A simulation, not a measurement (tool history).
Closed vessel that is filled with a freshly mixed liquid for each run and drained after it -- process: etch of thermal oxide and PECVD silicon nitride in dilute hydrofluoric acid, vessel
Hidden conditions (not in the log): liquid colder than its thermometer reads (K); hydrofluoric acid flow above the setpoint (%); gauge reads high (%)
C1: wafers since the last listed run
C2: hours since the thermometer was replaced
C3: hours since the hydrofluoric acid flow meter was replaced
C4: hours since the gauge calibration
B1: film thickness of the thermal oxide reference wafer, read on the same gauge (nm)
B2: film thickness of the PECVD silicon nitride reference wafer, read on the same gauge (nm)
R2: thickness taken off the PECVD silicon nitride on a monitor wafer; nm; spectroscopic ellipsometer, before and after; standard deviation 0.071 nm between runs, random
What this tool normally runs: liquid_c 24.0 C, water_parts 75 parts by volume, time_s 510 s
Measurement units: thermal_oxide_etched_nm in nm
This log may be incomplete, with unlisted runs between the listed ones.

{"run": 1, "hour": 0.0, "liquid_c": 24.0, "water_parts": 75, "time_s": 655, "C1": 0, "C2": 535.3, "C3": 1182.3, "C4": 365.8, "B1": 149.97, "B2": 79.99, "thermal_oxide_etched_nm": 50.52, "R2": 15.15}
{"run": 2, "hour": 15.3, "liquid_c": 24.0, "water_parts": 75, "time_s": 655, "C1": 654, "C2": 550.6, "C3": 1197.6, "C4": 381.1, "B1": 150.02, "B2": 79.99, "thermal_oxide_etched_nm": 49.97, "R2": 15.23}
{"run": 3, "hour": 50.9, "liquid_c": 24.0, "water_parts": 75, "time_s": 510, "C1": 1522, "C2": 586.2, "C3": 1233.2, "C4": 416.7, "B1": 150.0, "B2": 80.01, "thermal_oxide_etched_nm": 38.33, "R2": 11.69}
{"run": 4, "hour": 80.5, "liquid_c": 24.0, "water_parts": 75, "time_s": 510, "C1": 1266, "C2": 615.8, "C3": 1262.8, "C4": 446.3, "B1": 149.98, "B2": 79.99, "thermal_oxide_etched_nm": 39.3, "R2": 11.82}
{"run": 5, "hour": 112.0, "liquid_c": 24.0, "water_parts": 75, "time_s": 510, "C1": 1347, "C2": 647.3, "C3": 1294.3, "C4": 477.8, "B1": 149.99, "B2": 80.0, "thermal_oxide_etched_nm": 38.46, "R2": 11.84}
{"run": 6, "hour": 140.0, "liquid_c": 24.0, "water_parts": 55, "time_s": 625, "C1": 1197, "C2": 675.3, "C3": 1322.3, "C4": 505.8, "B1": 150.02, "B2": 79.96, "thermal_oxide_etched_nm": 66.54, "R2": 19.58}
{"hour": 142.0, "done": "gauge calibrated"}
{"run": 7, "hour": 245.9, "liquid_c": 24.0, "water_parts": 75, "time_s": 510, "C1": 4530, "C2": 781.2, "C3": 1428.2, "C4": 103.9, "B1": 150.03, "B2": 80.01, "thermal_oxide_etched_nm": 39.22, "R2": 11.71}
{"run": 8, "hour": 278.7, "liquid_c": 24.0, "water_parts": 75, "time_s": 510, "C1": 1403, "C2": 814.0, "C3": 1461.0, "C4": 136.7, "B1": 149.99, "B2": 80.01, "thermal_oxide_etched_nm": 38.67, "R2": 11.63}
{"hour": 302.5, "done": "hydrofluoric acid flow meter replaced"}
{"run": 9, "hour": 310.7, "liquid_c": 21.0, "water_parts": 55, "time_s": 355, "C1": 1326, "C2": 846.0, "C3": 8.2, "C4": 168.7, "B1": 150.0, "B2": 80.0, "thermal_oxide_etched_nm": 31.16, "R2": 8.38}
{"run": 10, "hour": 341.5, "liquid_c": 22.0, "water_parts": 40, "time_s": 250, "C1": 1317, "C2": 876.8, "C3": 39.0, "C4": 199.5, "B1": 149.96, "B2": 80.0, "thermal_oxide_etched_nm": 31.91, "R2": 8.62}
{"run": 11, "hour": 354.6, "liquid_c": 24.0, "water_parts": 115, "time_s": 510, "C1": 560, "C2": 889.9, "C3": 52.1, "C4": 212.6, "B1": 149.96, "B2": 79.99, "thermal_oxide_etched_nm": 22.34, "R2": 7.17}
{"run": 12, "hour": 374.2, "liquid_c": 24.0, "water_parts": 75, "time_s": 510, "C1": 838, "C2": 909.5, "C3": 71.7, "C4": 232.2, "B1": 150.01, "B2": 80.0, "thermal_oxide_etched_nm": 35.97, "R2": 10.91}
{"run": 13, "hour": 388.6, "liquid_c": 21.5, "water_parts": 105, "time_s": 230, "C1": 615, "C2": 923.9, "C3": 86.1, "C4": 246.6, "B1": 149.97, "B2": 79.99, "thermal_oxide_etched_nm": 10.1, "R2": 2.98}
{"run": 14, "hour": 416.1, "liquid_c": 24.0, "water_parts": 60, "time_s": 510, "C1": 1176, "C2": 951.4, "C3": 113.6, "C4": 274.1, "B1": 149.98, "B2": 80.0, "thermal_oxide_etched_nm": 46.18, "R2": 13.54}
{"run": 15, "hour": 452.0, "liquid_c": 24.0, "water_parts": 110, "time_s": 510, "C1": 1535, "C2": 987.3, "C3": 149.5, "C4": 310.0, "B1": 149.99, "B2": 80.01, "thermal_oxide_etched_nm": 23.43, "R2": 7.52}
{"run": 16, "hour": 472.5, "liquid_c": 27.5, "water_parts": 55, "time_s": 360, "C1": 876, "C2": 1007.8, "C3": 170.0, "C4": 330.5, "B1": 150.01, "B2": 79.98, "thermal_oxide_etched_nm": 41.24, "R2": 13.17}

For run 17, what comes out?
{"run": 17, "hour": 499.3, "liquid_c": 24.0, "water_parts": 75, "time_s": 510, "C1": 1146, "C2": 1034.6, "C3": 196.8, "C4": 357.3, "B1": "?", "B2": "?", "thermal_oxide_etched_nm": "?", "R2": "?"}

For run 17 the tool returned B1 150.01, B2 80.01, thermal_oxide_etched_nm 36.37 nm, R2 10.80 nm.
The same run, on a tool lacking any hidden state, would have yielded thermal_oxide_etched_nm 37.47 nm, R2 11.50 nm.
